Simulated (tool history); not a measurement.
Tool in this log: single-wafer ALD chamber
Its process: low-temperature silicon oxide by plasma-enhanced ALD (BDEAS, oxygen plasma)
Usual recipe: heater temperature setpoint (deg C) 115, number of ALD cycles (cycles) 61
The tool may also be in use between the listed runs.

run	hour	heater temperature setpoint (deg C)	number of ALD cycles (cycles)	read-back reference wafer on the same gauge, thickness_nm	mean film thickness on the monitor wafer (nm)
1	0	115	61	9.598	8.558
2	19.8	115	61	9.604	8.501
3	52.8	115	61	9.6	8.512
4	82	115	61	9.599	8.506
5	100.7	115	61	9.6	8.535
6	127.9	115	61	9.602	8.508
7	162.3	115	61	9.602	8.562
8	195.7	115	61	9.602	8.509
# hour 230.4: thermocouple changed; heater temperature recalibrated
9	230.9	115	61	9.599	8.557
10	257.8	115	61	9.599	8.481
11	276.3	122	61	9.596	8.457
12	293.9	106	54	9.602	7.618
13	306.8	115	65	9.599	9.13
14	326.3	115	50	9.605	7.008

Predict the results of run 15:
# hour 331.6: gauge calibrated
15	351.4	108	67	?	?

read-back reference wafer on the same gauge, thickness_nm: 9.606
mean film thickness on the monitor wafer (nm): 9.488
Take away the tool's hidden state, keep the run-to-run variation as it was, and the same run would have given mean film thickness on the monitor wafer (nm) 9.488.

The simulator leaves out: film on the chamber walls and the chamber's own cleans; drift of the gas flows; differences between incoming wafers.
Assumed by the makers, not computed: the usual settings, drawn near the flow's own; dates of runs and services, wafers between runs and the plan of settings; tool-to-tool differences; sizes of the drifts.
